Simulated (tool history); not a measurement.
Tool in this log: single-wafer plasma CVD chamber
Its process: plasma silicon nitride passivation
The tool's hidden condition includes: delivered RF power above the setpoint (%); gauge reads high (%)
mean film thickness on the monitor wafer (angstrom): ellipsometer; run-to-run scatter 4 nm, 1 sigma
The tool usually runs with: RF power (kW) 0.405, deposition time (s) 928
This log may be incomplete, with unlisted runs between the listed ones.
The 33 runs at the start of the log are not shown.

run,hour,RF power (kW),deposition time (s),wafers since the last listed run,hours since the last RF generator calibration,hours since the showerhead was replaced,hours since the gauge calibration,"read-back reference wafer on the same gauge, thickness_nm",mean film thickness on the monitor wafer (angstrom)
34,2711.3,0.480,928,82,1313.5,1762.2,517.5,1540.787,13836.08
35,2780.9,0.450,1110,92,1383.1,1831.8,587.1,1539.804,16292.11
36,2856.0,0.435,979,99,1458.2,1906.9,662.2,1540.777,14353.69
37,2955.8,0.405,928,131,1558.0,2006.7,762.0,1540.074,13380.48
38,3034.2,0.405,750,103,1636.4,2085.1,840.4,1539.780,10854.74
39,3086.9,0.460,1096,69,1689.1,2137.8,893.1,1540.237,16163.38
40,3132.9,0.345,1007,60,1735.1,2183.8,939.1,1540.270,14183.01
41,3238.0,0.405,928,138,1840.2,2288.9,1044.2,1539.867,13381.11
42,3281.4,0.405,987,57,1883.6,2332.3,1087.6,1540.372,14200.24

Each row is a separate what-if for the run after 42, all from the same tool condition, not one after another. Results?
A,3282.1,0.405,928,0,1884.3,2333.0,1088.3,?,?
B,3282.1,0.485,750,0,1884.3,2333.0,1088.3,?,?
C,3282.1,0.450,830,0,1884.3,2333.0,1088.3,?,?
D,3282.1,0.445,836,0,1884.3,2333.0,1088.3,?,?
E,3282.1,0.355,775,0,1884.3,2333.0,1088.3,?,?

run,"read-back reference wafer on the same gauge, thickness_nm",mean film thickness on the monitor wafer (angstrom)
A,1539.678,13373.76
B,1539.678,11160.32
C,1539.678,12184.00
D,1539.678,12247.64
E,1539.678,10926.82
Had the tool no hidden state, the same runs would have come out as:
run,mean film thickness on the monitor wafer (angstrom)
A,13507.30
B,11271.75
C,12305.65
D,12369.93
E,11035.92
